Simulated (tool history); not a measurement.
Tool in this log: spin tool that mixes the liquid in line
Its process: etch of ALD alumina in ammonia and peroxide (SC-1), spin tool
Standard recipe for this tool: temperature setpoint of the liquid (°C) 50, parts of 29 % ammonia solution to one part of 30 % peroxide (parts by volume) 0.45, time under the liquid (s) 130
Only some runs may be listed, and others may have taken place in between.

run,day,temperature setpoint of the liquid (°C),parts of 29 % ammonia solution to one part of 30 % peroxide (parts by volume),time under the liquid (s),wafers since the last listed run,hours since the thermometer was replaced,hours since the ammonia flow meter was replaced,hours since the heated supply line was repaired,hours since the drum of ammonia solution was connected,hours since the gauge calibration,"read-back film thickness of the ALD alumina reference wafer, read on the same gauge (nm)",thickness taken off the ALD alumina on a monitor wafer (Å)
1,0,50,0.45,130,0,1499.8,365.9,167.6,246.9,1620.3,50.02,82.7
2,1.55,40.5,0.35,130,194,1537,403.1,204.8,284.1,1657.5,50,46.9
3,3.354,50,0.45,200,226,1580.3,446.4,248.1,327.4,1700.8,50,126.8
# day 5.362: thermometer replaced
4,6.088,50,0.45,130,337,17.4,512,313.7,393,1766.4,50,78.7
5,8.108,45.5,0.45,130,253,65.9,560.5,362.2,441.5,1814.9,50,61.2
6,10.317,45,0.6,190,277,118.9,613.5,415.2,494.5,1867.9,49.99,88.8
# day 11.179: new drum of ammonia solution connected
7,12.896,46.5,0.4,130,318,180.8,675.4,477.1,41.2,1929.8,50,63.8
8,14.629,50,0.25,130,217,222.4,717,518.7,82.8,1971.4,49.99,73.9
9,15.638,50,0.45,130,126,246.6,741.2,542.9,107,1995.6,50.01,79
10,17.508,45,0.6,190,234,291.5,786.1,587.8,151.9,2040.5,50.02,88.6
11,18.754,45.5,0.5,190,156,321.4,816,617.7,181.8,2070.4,50.02,89.9
# day 18.871: gauge calibrated
12,20.454,50,0.45,130,213,362.2,856.8,658.5,222.6,38,50.03,77.9
13,22.262,45.5,0.45,170,226,405.6,900.2,701.9,266,81.4,49.99,79.4
14,23.792,43,0.45,180,191,442.3,936.9,738.6,302.7,118.1,50.01,72.5
15,25.471,50,0.45,195,210,482.6,977.2,778.9,343,158.4,50.02,116.3
# day 26.767: thermometer replaced, repeated, since the last time left the tool worse
16,27.821,50,0.45,130,289,25.3,1033.6,835.3,399.4,214.8,49.99,85.7
17,30,47.5,0.45,80,273,77.6,1085.9,887.6,451.7,267.1,50,46.2
18,31.508,50,0.45,130,189,113.8,1122.1,923.8,487.9,303.3,50.01,86.1
19,32.908,40.5,0.45,200,175,147.4,1155.7,957.4,521.5,336.9,49.99,76.6
# day 33.271: new drum of ammonia solution connected
20,34.883,57.5,0.4,205,242,194.8,1203.1,1004.8,38.7,384.3,49.98,200.1
21,36.6,56,0.45,130,215,236,1244.3,1046,79.9,425.5,49.99,118.2
22,38.538,54.5,0.3,105,243,282.5,1290.8,1092.5,126.4,472,49.99,84.6
23,40.746,50,0.45,130,277,335.5,1343.8,1145.5,179.4,525,50.01,85.1
24,42.571,50,0.45,130,229,379.3,1387.6,1189.3,223.2,568.8,49.99,84.7
25,45,50,0.45,130,304,437.6,1445.9,1247.6,281.5,627.1,50.02,85.7
26,46.062,50,0.45,210,133,463.1,1471.4,1273.1,307,652.6,50.01,136.9

Forecast each of these 3 alternatives for the next run:
A,46.083,50,0.45,205,2,463.6,1471.9,1273.6,307.5,653.1,?,?
B,46.083,50,0.45,55,2,463.6,1471.9,1273.6,307.5,653.1,?,?
C,46.083,55.5,0.45,195,2,463.6,1471.9,1273.6,307.5,653.1,?,?

run,"read-back film thickness of the ALD alumina reference wafer, read on the same gauge (nm)",thickness taken off the ALD alumina on a monitor wafer (Å)
A,49.99,133.5
B,49.99,35.8
C,49.99,171
The same runs, with their run-to-run variation unchanged, on a tool lacking any hidden condition would have given:
run,thickness taken off the ALD alumina on a monitor wafer (Å)
A,136.3
B,36.6
C,174.4
